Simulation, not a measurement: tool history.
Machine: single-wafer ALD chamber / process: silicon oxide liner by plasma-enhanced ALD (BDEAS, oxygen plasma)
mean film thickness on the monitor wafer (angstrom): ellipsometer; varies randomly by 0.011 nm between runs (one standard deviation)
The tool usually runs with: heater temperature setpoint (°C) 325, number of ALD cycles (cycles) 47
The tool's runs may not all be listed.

run,day,heater temperature setpoint (°C),number of ALD cycles (cycles),"read-back reference wafer on the same gauge, thickness_nm",mean film thickness on the monitor wafer (angstrom)
1,0,325,47,4.11,43.68
2,2.283,325,47,4.11,43.6
3,4.725,325,47,4.109,43.7
4,7.371,325,47,4.111,43.68
5,9.05,325,51,4.111,47.31
6,10.421,325,51,4.108,47.29
7,12.175,325,41,4.107,38.02
8,13.308,325,41,4.113,37.99
9,14.454,325,41,4.107,38.17
10,16.846,325,47,4.111,43.63
11,19.396,325,47,4.108,43.74
12,22.225,325,47,4.109,43.63
13,24.167,325,47,4.108,43.57
14,28.288,325,45,4.111,41.61
15,30.412,325,45,4.11,41.85
16,31.454,325,45,4.109,41.9
# day 33.45: thermocouple changed; heater temperature recalibrated
# day 34.733: gauge calibrated
17,35.312,320,47,4.107,43.65
18,37.646,320,47,4.113,43.79
19,42.929,325,47,4.109,43.32
20,45.45,325,47,4.109,43.3
21,46.642,325,50,4.109,46.32
22,49.442,325,47,4.112,43.3
23,51.1,325,47,4.109,43.3
24,52.683,331,38,4.111,34.82
25,53.767,314,39,4.111,36.83
26,55.933,332,47,4.107,42.94
27,57.108,325,47,4.11,43.61
28,58.212,325,47,4.109,43.47
29,60.917,331,40,4.111,36.73
30,63.583,325,47,4.108,43.58
31,64.854,338,47,4.108,42.73
32,66.083,339,54,4.108,49.01
33,68.938,316,47,4.11,44.31
34,76.542,338,50,4.11,45.46
35,78.804,320,38,4.109,35.59
36,81.567,317,44,4.111,41.36
37,83.396,316,38,4.111,35.95
38,85.488,339,50,4.108,45.36
39,87.708,317,56,4.108,52.86
40,90.275,325,47,4.111,43.57
41,92.929,339,41,4.108,37.14
42,94.729,313,47,4.108,44.41
43,96.158,325,47,4.11,43.66
44,97.7,320,39,4.109,36.55
45,100.512,313,47,4.109,44.68
46,101.692,337,50,4.112,45.66
47,103.708,312,43,4.108,40.69

For each run, the measured value with the value that run would have given without the tool's hidden condition subtracted. The run-to-run variation is shared by both, the gauge scatter possibly not:
Unlogged tool condition in this case: wafer temperature above the value expected at the setpoint (K); gauge reads high (%).
run,mean film thickness on the monitor wafer (angstrom)
1,+0.39
2,+0.39
3,+0.4
4,+0.4
5,+0.44
6,+0.43
7,+0.36
8,+0.35
9,+0.35
10,+0.4
11,+0.41
12,+0.41
13,+0.41
14,+0.4
15,+0.39
16,+0.4
17,+0.04
18,+0.07
19,+0.12
20,+0.15
21,+0.17
22,+0.19
23,+0.2
24,+0.16
25,+0.18
26,+0.23
27,+0.24
28,+0.24
29,+0.22
30,+0.28
31,+0.28
32,+0.33
33,+0.3
34,+0.36
35,+0.28
36,+0.33
37,+0.29
38,+0.39
39,+0.45
40,+0.38
41,+0.33
42,+0.39
43,+0.39
44,+0.33
45,+0.4
46,+0.43
47,+0.37
